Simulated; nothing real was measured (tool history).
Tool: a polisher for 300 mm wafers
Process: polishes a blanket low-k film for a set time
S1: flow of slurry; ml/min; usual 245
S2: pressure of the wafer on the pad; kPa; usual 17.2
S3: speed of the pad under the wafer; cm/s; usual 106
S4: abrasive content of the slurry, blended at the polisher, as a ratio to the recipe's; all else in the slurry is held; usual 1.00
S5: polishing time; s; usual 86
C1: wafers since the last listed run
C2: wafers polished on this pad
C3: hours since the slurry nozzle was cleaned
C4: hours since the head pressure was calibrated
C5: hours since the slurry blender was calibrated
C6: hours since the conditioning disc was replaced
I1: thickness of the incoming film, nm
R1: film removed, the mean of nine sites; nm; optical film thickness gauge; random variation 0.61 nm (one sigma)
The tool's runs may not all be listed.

| run | hour | S1 | S2 | S3 | S4 | S5 | C1 | C2 | C3 | C4 | C5 | C6 | I1 | R1 |
|---|---|---|---|---|---|---|---|---|---|---|---|---|---|---|
| 1 | 0.0 | 245 | 17.2 | 106 | 1.00 | 86 | 0 | 691 | 58.1 | 1220.5 | 95.7 | 360.0 | 571.9 | 45.9 |
| 2 | 11.0 | 245 | 17.2 | 122 | 1.00 | 86 | 62 | 753 | 69.1 | 1231.5 | 106.7 | 371.0 | 570.7 | 48.2 |
| 3 | 20.6 | 245 | 17.2 | 106 | 0.85 | 86 | 54 | 808 | 78.7 | 1241.1 | 116.3 | 380.6 | 571.4 | 40.5 |
|  | 26.1 | slurry blender recalibrated |
|  | 31.2 | worn pad replaced by a new one |
|  | 33.8 | head pressure recalibrated |
| 4 | 72.2 | 160 | 17.2 | 106 | 1.00 | 62 | 248 | 221 | 130.3 | 38.4 | 46.1 | 432.2 | 565.2 | 34.0 |
| 5 | 82.3 | 245 | 17.2 | 122 | 1.00 | 86 | 57 | 279 | 140.4 | 48.5 | 56.2 | 442.3 | 565.9 | 53.1 |
| 6 | 89.5 | 245 | 15.2 | 106 | 1.00 | 86 | 40 | 320 | 147.6 | 55.7 | 63.4 | 449.5 | 579.2 | 44.3 |
| 7 | 99.4 | 245 | 17.2 | 106 | 0.85 | 86 | 56 | 376 | 157.5 | 65.6 | 73.3 | 459.4 | 575.0 | 44.5 |
| 8 | 117.4 | 220 | 17.2 | 106 | 1.00 | 86 | 102 | 478 | 175.5 | 83.6 | 91.3 | 477.4 | 575.5 | 45.0 |
| 9 | 135.0 | 285 | 17.2 | 134 | 1.00 | 86 | 100 | 578 | 193.1 | 101.2 | 108.9 | 495.0 | 574.8 | 52.1 |
| 10 | 151.1 | 245 | 22.8 | 120 | 1.20 | 86 | 91 | 670 | 209.2 | 117.3 | 125.0 | 511.1 | 575.6 | 62.1 |
| 11 | 163.7 | 245 | 17.2 | 106 | 0.75 | 68 | 71 | 742 | 221.8 | 129.9 | 137.6 | 523.7 | 566.1 | 28.1 |
|  | 170.0 | slurry blender recalibrated |
| 12 | 175.0 | 300 | 17.2 | 106 | 1.00 | 110 | 52 | 795 | 233.1 | 141.2 | 5.0 | 535.0 | 569.5 | 61.7 |
| 13 | 191.1 | 180 | 17.2 | 106 | 1.25 | 70 | 91 | 886 | 249.2 | 157.3 | 21.1 | 551.1 | 572.4 | 40.6 |
|  | 198.5 | worn pad replaced by a new one |
| 14 | 207.7 | 245 | 17.2 | 106 | 1.00 | 86 | 71 | 52 | 265.8 | 173.9 | 37.7 | 567.7 | 564.4 | 51.6 |
| 15 | 218.5 | 245 | 17.2 | 106 | 1.00 | 86 | 61 | 113 | 276.6 | 184.7 | 48.5 | 578.5 | 574.7 | 50.0 |
|  | 229.6 | conditioning disc replaced and pad reconditioned |
| 16 | 236.3 | 245 | 11.7 | 106 | 0.85 | 86 | 89 | 203 | 294.4 | 202.5 | 66.3 | 6.7 | 562.0 | 35.2 |
| 17 | 244.9 | 245 | 17.2 | 132 | 1.00 | 86 | 48 | 252 | 303.0 | 211.1 | 74.9 | 15.3 | 573.2 | 55.5 |
| 18 | 251.6 | 285 | 17.2 | 106 | 1.00 | 86 | 38 | 290 | 309.7 | 217.8 | 81.6 | 22.0 | 561.7 | 48.1 |
| 19 | 258.1 | 245 | 17.2 | 106 | 1.00 | 86 | 36 | 327 | 316.2 | 224.3 | 88.1 | 28.5 | 561.2 | 47.5 |
| 20 | 272.1 | 210 | 22.1 | 118 | 1.00 | 66 | 79 | 407 | 330.2 | 238.3 | 102.1 | 42.5 | 571.5 | 44.8 |
|  | 311.4 | slurry blender recalibrated |
| 21 | 315.0 | 245 | 17.2 | 106 | 1.00 | 86 | 232 | 639 | 373.1 | 281.2 | 3.6 | 85.4 | 571.9 | 49.3 |
| 22 | 335.8 | 245 | 13.1 | 106 | 1.00 | 108 | 118 | 758 | 393.9 | 302.0 | 24.4 | 106.2 | 569.0 | 49.0 |
|  | 348.5 | worn pad replaced by a new one |
| 23 | 349.0 | 245 | 17.2 | 106 | 1.00 | 78 | 52 | 2 | 407.1 | 315.2 | 37.6 | 119.4 | 565.0 | 45.2 |
| 24 | 359.2 | 270 | 17.2 | 72 | 1.00 | 94 | 58 | 60 | 417.3 | 325.4 | 47.8 | 129.6 | 575.0 | 42.9 |
| 25 | 373.8 | 245 | 17.2 | 130 | 0.75 | 69 | 83 | 143 | 431.9 | 340.0 | 62.4 | 144.2 | 572.8 | 39.7 |

The next listed run, before its measurement:
| 26 | 385.6 | 245 | 17.2 | 106 | 1.00 | 106 | 67 | 211 | 443.7 | 351.8 | 74.2 | 156.0 | 573.2 | ? |

Run 26 gave R1 60.9 nm.
Without the tool's hidden state the same run would have given R1 65.3 nm.
